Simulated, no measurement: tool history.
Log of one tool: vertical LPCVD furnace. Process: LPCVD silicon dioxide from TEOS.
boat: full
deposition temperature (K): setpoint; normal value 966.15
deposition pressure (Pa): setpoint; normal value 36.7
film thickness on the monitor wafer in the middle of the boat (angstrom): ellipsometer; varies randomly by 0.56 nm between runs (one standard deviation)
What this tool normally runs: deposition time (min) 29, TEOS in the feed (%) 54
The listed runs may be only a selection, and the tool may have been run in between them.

run    hour  deposition temperature (K)  deposition pressure (Pa)  deposition time (min)  TEOS in the feed (%)  read-back reference wafer on the same gauge, thickness  film thickness on the monitor wafer in the middle of the boat (angstrom)
  1       0                      966.15                      36.7                     29                    54                                                  184.29                                                                    1689.5
  2    67.5                      966.15                      36.7                     29                    54                                                  183.99                                                                    1694.7
  3   138.8                      966.15                      36.7                     29                    54                                                  184.32                                                                    1702.8
  4   199.1                      966.15                      36.7                     29                    54                                                  183.95                                                                      1713
  5   225.3                      966.15                      36.7                     29                    54                                                  183.86                                                                    1700.6
  6   279.6                      966.15                      36.7                     29                    54                                                  184.31                                                                    1702.2
  7   325.4                      966.15                      36.7                     29                    54                                                  183.94                                                                    1710.7
  8   353.4                      966.15                      36.7                     29                    54                                                  184.26                                                                    1713.2
  9   401.3                      966.15                      36.7                     29                    54                                                  183.95                                                                    1720.5
 10   427.3                      966.15                      36.7                     29                    49                                                  184.02                                                                    1640.9
      470.3  -- pressure gauge zeroed
 11   498.1                      966.15                      36.7                     29                    49                                                  184.16                                                                    1640.3
 12   522.4                      966.15                      36.7                     36                    58                                                  183.92                                                                    2217.6
 13     565                      966.15                      36.7                     36                    58                                                  184.47                                                                    2217.1
 14   626.6                      972.15                      36.7                     29                    54                                                  184.11                                                                    1980.6
 15   665.6                      966.15                      36.7                     29                    54                                                  184.06                                                                    1739.5
      754.9  -- TEOS flow controller replaced
 16   755.4                      966.15                      36.7                     29                    58                                                   183.9                                                                    1803.2
 17   764.3                      966.15                      36.7                     29                    58                                                  184.09                                                                    1821.5
 18   791.8                      978.15                      45.3                     33                    48                                                  183.75                                                                    2750.5
      796.5  -- gauge calibrated
 19   854.8                      966.15                      36.7                     29                    54                                                  183.72                                                                    1747.4
 20   906.3                      966.15                      31.3                     19                    54                                                  184.23                                                                    1066.1
 21   955.6                      972.15                      36.7                     29                    54                                                   184.1                                                                    2023.2
 22    1020                      966.15                      36.7                     29                    54                                                  184.25                                                                    1762.2
 23  1054.7                      955.15                      44.7                     29                    63                                                  183.66                                                                    1622.4
     1125.1  -- thermocouples replaced and temperature profile calibrated
 24  1125.6                      969.15                        40                   18.5                    63                                                  183.51                                                                    1232.3
 25  1168.7                      966.15                      36.7                     29                    59                                                  183.92                                                                    1670.2
 26  1229.6                      978.15                      38.7                     29                    51                                                  183.98                                                                    2095.3
 27    1271                      972.15                      36.7                     29                    54                                                  183.97                                                                    1830.6
 28  1475.3                      966.15                      36.7                   33.5                    54                                                  183.91                                                                    1836.1
 29  1544.1                      966.15                      36.7                     18                    48                                                  183.89                                                                     931.1

For some of the steps in film thickness on the monitor wafer in the middle of the boat (angstrom) from one run to the next: how much would appear even if the tool had no hidden state, given the settings, what came in and random variation, and how much remains for the hidden state plus any gauge scatter that the measured result and the result without hidden state don't share?
Hidden conditions of the tool in this case: true tube temperature minus thermocouple reading, K; true pressure minus gauge reading, mTorr; deviation of the TEOS flow from its setpoint, %; gauge reads high (%).
Run 18 -> 19: deposition temperature (K) 978.15 -> 966.15, deposition pressure (Pa) 45.3 -> 36.7, deposition time (min) 33 -> 29, TEOS in the feed (%) 48 -> 54, gauge calibrated. film thickness on the monitor wafer in the middle of the boat (angstrom) -1003.1: hidden state -93.4, all else -909.7.
Run 20 -> 21: deposition temperature (K) 966.15 -> 972.15, deposition pressure (Pa) 31.3 -> 36.7, deposition time (min) 19 -> 29. film thickness on the monitor wafer in the middle of the boat (angstrom) +957.1: hidden state +105.2, all else +851.9.
Run 23 -> 24: deposition temperature (K) 955.15 -> 969.15, deposition pressure (Pa) 44.7 -> 40, deposition time (min) 29 -> 18.5, thermocouples replaced and temperature profile calibrated. film thickness on the monitor wafer in the middle of the boat (angstrom) -390.1: hidden state -169.1, all else -221.
